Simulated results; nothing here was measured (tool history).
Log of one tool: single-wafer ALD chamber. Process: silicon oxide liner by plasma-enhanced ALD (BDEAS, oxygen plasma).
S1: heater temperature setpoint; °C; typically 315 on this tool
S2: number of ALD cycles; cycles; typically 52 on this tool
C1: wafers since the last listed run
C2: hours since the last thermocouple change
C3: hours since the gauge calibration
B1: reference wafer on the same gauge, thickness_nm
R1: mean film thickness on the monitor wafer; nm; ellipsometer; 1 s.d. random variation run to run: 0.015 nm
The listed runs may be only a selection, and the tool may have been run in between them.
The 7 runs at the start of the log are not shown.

run	hour	S1	S2	C1	C2	C3	B1	R1
8	163.3	315	52	168	1027.5	919.6	5.364	4.64
9	191.3	315	52	204	1055.5	947.6	5.372	4.645
10	216.1	315	52	181	1080.3	972.4	5.374	4.675
11	231.3	310	52	111	1095.5	987.6	5.379	4.685
12	249.4	310	52	132	1113.6	1005.7	5.379	4.679
13	278.5	310	52	213	1142.7	1034.8	5.376	4.682
14	302.1	315	52	172	1166.3	1058.4	5.385	4.658
15	323.5	315	52	156	1187.7	1079.8	5.384	4.676
16	351.6	315	52	205	1215.8	1107.9	5.385	4.647
17	377.3	315	52	188	1241.5	1133.6	5.391	4.661
18	410.9	315	52	245	1275.1	1167.2	5.396	4.654
# hour 419.1: gauge calibrated
19	429	315	52	132	1293.2	9.9	5.246	4.53
20	447.3	315	56	133	1311.5	28.2	5.244	4.878
21	478.2	325	52	226	1342.4	59.1	5.25	4.503
22	511.9	306	52	246	1376.1	92.8	5.255	4.601
23	543.9	324	55	234	1408.1	124.8	5.257	4.73
24	556.1	328	42	89	1420.3	137	5.261	3.613

The next listed run, before its measurement:
25	585.6	305	52	215	1449.8	166.5	?	?

B1: 5.258
R1: 4.616 nm
On a tool with no hidden condition, and with the same random variation, this run would have come out at R1 4.616 nm.
